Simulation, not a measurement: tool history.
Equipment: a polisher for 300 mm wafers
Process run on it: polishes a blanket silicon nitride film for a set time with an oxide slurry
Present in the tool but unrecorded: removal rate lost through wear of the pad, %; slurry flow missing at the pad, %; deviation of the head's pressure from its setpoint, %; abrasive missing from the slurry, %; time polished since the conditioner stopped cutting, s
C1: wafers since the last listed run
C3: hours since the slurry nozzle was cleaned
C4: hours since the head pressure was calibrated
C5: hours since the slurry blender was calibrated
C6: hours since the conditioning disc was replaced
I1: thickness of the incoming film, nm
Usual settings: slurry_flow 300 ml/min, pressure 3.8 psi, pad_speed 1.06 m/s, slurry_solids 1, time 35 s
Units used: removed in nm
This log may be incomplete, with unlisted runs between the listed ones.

run 1 day=0 | slurry_flow=300 pressure=3.8 pad_speed=1.06 slurry_solids=1 time=35 | C1=0 wafers_polished_on_this_pad=3001 C3=79.8 C4=592.9 C5=104.7 C6=184.1 | I1=595.3 | removed=21.5
run 2 day=1.912 | slurry_flow=300 pressure=3.8 pad_speed=1.06 slurry_solids=1 time=35 | C1=837 wafers_polished_on_this_pad=3838 C3=125.7 C4=638.8 C5=150.6 C6=230 | I1=607.9 | removed=21
-- day=5.375 conditioning disc replaced and pad reconditioned
-- day=6.154 worn pad replaced by a new one
-- day=10.833 slurry blender recalibrated
run 3 day=12.917 | slurry_flow=300 pressure=3.8 pad_speed=1.06 slurry_solids=1 time=35 | C1=4671 wafers_polished_on_this_pad=2924 C3=389.8 C4=902.9 C5=50 C6=181 | I1=596.4 | removed=20.5
-- day=16.921 conditioning disc replaced and pad reconditioned
-- day=17.129 worn pad replaced by a new one
run 4 day=17.15 | slurry_flow=300 pressure=3.8 pad_speed=1.18 slurry_solids=1 time=35 | C1=1744 wafers_polished_on_this_pad=9 C3=491.4 C4=1004.5 C5=151.6 C6=5.5 | I1=591.8 | removed=22.2
-- day=19.246 slurry nozzle cleaned
run 5 day=20.983 | slurry_flow=300 pressure=3.8 pad_speed=1.06 slurry_solids=1 time=42 | C1=1660 wafers_polished_on_this_pad=1669 C3=41.7 C4=1096.5 C5=243.6 C6=97.5 | I1=592.7 | removed=25.3
run 6 day=25.312 | slurry_flow=300 pressure=3.8 pad_speed=1.06 slurry_solids=1 time=26 | C1=1895 wafers_polished_on_this_pad=3564 C3=145.6 C4=1200.4 C5=347.5 C6=201.4 | I1=603.4 | removed=15.1
-- day=26.529 slurry blender recalibrated
-- day=26.683 head pressure recalibrated
run 7 day=28.762 | slurry_flow=300 pressure=3.8 pad_speed=1.06 slurry_solids=1 time=26 | C1=1437 wafers_polished_on_this_pad=5002 C3=228.4 C4=49.9 C5=53.6 C6=284.2 | I1=585.7 | removed=15.6
-- day=29.962 conditioning disc replaced and pad reconditioned
-- day=30.212 worn pad replaced by a new one
run 8 day=38.475 | slurry_flow=300 pressure=3.8 pad_speed=1.06 slurry_solids=0.85 time=35 | C1=4142 wafers_polished_on_this_pad=3618 C3=461.5 C4=283 C5=286.7 C6=204.3 | I1=597 | removed=18.9
-- day=38.688 slurry nozzle cleaned
run 9 day=41.896 | slurry_flow=400 pressure=3.8 pad_speed=1.16 slurry_solids=1 time=35 | C1=1479 wafers_polished_on_this_pad=5097 C3=77 C4=365.1 C5=368.8 C6=286.4 | I1=599.6 | removed=23.3
-- day=42.567 worn pad replaced by a new one
-- day=42.875 conditioning disc replaced and pad reconditioned
run 10 day=43.412 | slurry_flow=300 pressure=3.8 pad_speed=1.06 slurry_solids=1 time=47 | C1=554 wafers_polished_on_this_pad=333 C3=113.4 C4=401.5 C5=405.2 C6=12.9 | I1=603.2 | removed=28.6
-- day=44.233 slurry blender recalibrated
run 11 day=47.508 | slurry_flow=300 pressure=3.8 pad_speed=1.06 slurry_solids=1 time=35 | C1=1756 wafers_polished_on_this_pad=2090 C3=211.7 C4=499.8 C5=78.6 C6=111.2 | I1=603 | removed=20.8
run 12 day=49.779 | slurry_flow=300 pressure=4.5 pad_speed=1.06 slurry_solids=1 time=35 | C1=994 wafers_polished_on_this_pad=3084 C3=266.2 C4=554.3 C5=133.1 C6=165.7 | I1=594.8 | removed=24.5
run 13 day=51.721 | slurry_flow=300 pressure=3.3 pad_speed=1.06 slurry_solids=1 time=44 | C1=850 wafers_polished_on_this_pad=3934 C3=312.8 C4=600.9 C5=179.7 C6=212.3 | I1=603.4 | removed=22.3
run 14 day=53.308 | slurry_flow=300 pressure=3.3 pad_speed=1.06 slurry_solids=0.85 time=35 | C1=695 wafers_polished_on_this_pad=4629 C3=350.9 C4=639 C5=217.8 C6=250.4 | I1=602.2 | removed=16.4
-- day=53.992 worn pad replaced by a new one
-- day=56.596 conditioning disc replaced and pad reconditioned
run 15 day=57.167 | slurry_flow=300 pressure=4.4 pad_speed=1.06 slurry_solids=1.2 time=35 | C1=1579 wafers_polished_on_this_pad=1354 C3=443.5 C4=731.6 C5=310.4 C6=13.7 | I1=597.9 | removed=25.8
run 16 day=58.804 | slurry_flow=300 pressure=3.8 pad_speed=1.06 slurry_solids=1 time=35 | C1=716 wafers_polished_on_this_pad=2071 C3=482.8 C4=770.9 C5=349.7 C6=53 | I1=609.8 | removed=20.2
-- day=59.688 slurry nozzle cleaned
-- day=61.958 slurry blender recalibrated
run 17 day=62.712 | slurry_flow=300 pressure=3.8 pad_speed=0.88 slurry_solids=0.9 time=31 | C1=1656 wafers_polished_on_this_pad=3727 C3=72.6 C4=864.7 C5=18.1 C6=146.8 | I1=598.7 | removed=15.2

Branching from run 17: 5 alternative next runs. What would each branch give?
run A day=62.729 | slurry_flow=300 pressure=3.8 pad_speed=1.34 slurry_solids=1 time=35 | C1=7 wafers_polished_on_this_pad=3734 C3=73 C4=865.1 C5=18.5 C6=147.2 | I1=588.5 | removed=?
run B day=62.729 | slurry_flow=300 pressure=3.8 pad_speed=1.34 slurry_solids=0.9 time=35 | C1=7 wafers_polished_on_this_pad=3734 C3=73 C4=865.1 C5=18.5 C6=147.2 | I1=588.5 | removed=?
run C day=62.729 | slurry_flow=245 pressure=3.8 pad_speed=1.06 slurry_solids=1 time=35 | C1=7 wafers_polished_on_this_pad=3734 C3=73 C4=865.1 C5=18.5 C6=147.2 | I1=588.5 | removed=?
run D day=62.729 | slurry_flow=225 pressure=4.8 pad_speed=1.44 slurry_solids=1 time=35 | C1=7 wafers_polished_on_this_pad=3734 C3=73 C4=865.1 C5=18.5 C6=147.2 | I1=588.5 | removed=?
run E day=62.729 | slurry_flow=200 pressure=3.2 pad_speed=1.06 slurry_solids=1 time=35 | C1=7 wafers_polished_on_this_pad=3734 C3=73 C4=865.1 C5=18.5 C6=147.2 | I1=588.5 | removed=?

run=A removed=25.7
run=B removed=24.5
run=C removed=20.9
run=D removed=33.5
run=E removed=17.3
Without the tool's unlogged condition, the same runs would have read:
run=A removed=26.2
run=B removed=25
run=C removed=21.4
run=D removed=34.3
run=E removed=17.7
